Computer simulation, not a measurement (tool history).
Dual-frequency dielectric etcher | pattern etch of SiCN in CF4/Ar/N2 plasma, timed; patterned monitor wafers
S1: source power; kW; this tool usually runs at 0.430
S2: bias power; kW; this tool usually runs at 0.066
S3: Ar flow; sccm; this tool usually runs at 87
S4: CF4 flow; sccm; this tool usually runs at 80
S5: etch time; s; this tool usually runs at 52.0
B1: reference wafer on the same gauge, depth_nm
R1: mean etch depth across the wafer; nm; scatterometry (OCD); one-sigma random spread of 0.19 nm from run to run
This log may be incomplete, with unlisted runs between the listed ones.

{"run": 1, "hour": 0.0, "S1": 0.43, "S2": 0.066, "S3": 87, "S4": 80, "S5": 52.0, "B1": 42.58, "R1": 45.31}
{"run": 2, "hour": 58.4, "S1": 0.43, "S2": 0.066, "S3": 87, "S4": 80, "S5": 52.0, "B1": 42.5, "R1": 45.21}
{"hour": 78.8, "done": "CF4 flow controller replaced"}
{"run": 3, "hour": 117.4, "S1": 0.43, "S2": 0.066, "S3": 87, "S4": 80, "S5": 52.0, "B1": 42.56, "R1": 45.59}
{"hour": 192.7, "done": "wet clean of the chamber"}
{"run": 4, "hour": 193.2, "S1": 0.43, "S2": 0.066, "S3": 87, "S4": 80, "S5": 52.0, "B1": 42.61, "R1": 45.46}
{"run": 5, "hour": 280.2, "S1": 0.43, "S2": 0.066, "S3": 106, "S4": 96, "S5": 41.0, "B1": 42.64, "R1": 35.54}
{"hour": 307.5, "done": "bias power generator calibrated"}
{"run": 6, "hour": 343.3, "S1": 0.43, "S2": 0.066, "S3": 87, "S4": 80, "S5": 52.0, "B1": 42.54, "R1": 45.58}
{"run": 7, "hour": 420.1, "S1": 0.43, "S2": 0.066, "S3": 87, "S4": 80, "S5": 52.0, "B1": 42.6, "R1": 45.37}
{"hour": 479.7, "done": "Ar flow controller replaced"}
{"run": 8, "hour": 480.1, "S1": 0.43, "S2": 0.066, "S3": 87, "S4": 80, "S5": 41.0, "B1": 42.59, "R1": 35.81}
{"hour": 534.0, "done": "source power generator calibrated, repeated, since the last time left the tool worse"}
{"run": 9, "hour": 582.9, "S1": 0.43, "S2": 0.066, "S3": 87, "S4": 73, "S5": 52.0, "B1": 42.62, "R1": 42.45}
{"run": 10, "hour": 649.7, "S1": 0.43, "S2": 0.066, "S3": 66, "S4": 70, "S5": 52.0, "B1": 42.53, "R1": 43.51}
{"hour": 707.4, "done": "upper electrode replaced"}
{"run": 11, "hour": 728.5, "S1": 0.43, "S2": 0.066, "S3": 87, "S4": 80, "S5": 52.0, "B1": 42.66, "R1": 42.76}
{"hour": 746.6, "done": "gauge calibrated"}
{"run": 12, "hour": 766.2, "S1": 0.39, "S2": 0.066, "S3": 109, "S4": 67, "S5": 46.0, "B1": 42.53, "R1": 32.54}
{"run": 13, "hour": 839.3, "S1": 0.43, "S2": 0.061, "S3": 87, "S4": 99, "S5": 36.5, "B1": 42.59, "R1": 29.75}
{"hour": 907.0, "done": "wet clean of the chamber"}
{"run": 14, "hour": 1078.3, "S1": 0.43, "S2": 0.066, "S3": 87, "S4": 73, "S5": 39.0, "B1": 42.6, "R1": 31.94}
{"run": 15, "hour": 1148.7, "S1": 0.43, "S2": 0.056, "S3": 87, "S4": 80, "S5": 52.0, "B1": 42.64, "R1": 40.85}
{"run": 16, "hour": 1233.9, "S1": 0.43, "S2": 0.072, "S3": 105, "S4": 80, "S5": 66.5, "B1": 42.56, "R1": 55.31}
{"run": 17, "hour": 1307.1, "S1": 0.39, "S2": 0.066, "S3": 109, "S4": 67, "S5": 46.0, "B1": 42.61, "R1": 32.78}
{"run": 18, "hour": 1358.7, "S1": 0.54, "S2": 0.066, "S3": 87, "S4": 80, "S5": 60.0, "B1": 42.59, "R1": 63.07}

Forecast run 19:
{"run": 19, "hour": 1446.8, "S1": 0.43, "S2": 0.054, "S3": 87, "S4": 63, "S5": 39.0, "B1": "?", "R1": "?"}

{"run 19": {"B1": 42.62, "R1": 29.83}}
Had the tool carried no hidden state, the very same run would have given R1 29.48 nm.

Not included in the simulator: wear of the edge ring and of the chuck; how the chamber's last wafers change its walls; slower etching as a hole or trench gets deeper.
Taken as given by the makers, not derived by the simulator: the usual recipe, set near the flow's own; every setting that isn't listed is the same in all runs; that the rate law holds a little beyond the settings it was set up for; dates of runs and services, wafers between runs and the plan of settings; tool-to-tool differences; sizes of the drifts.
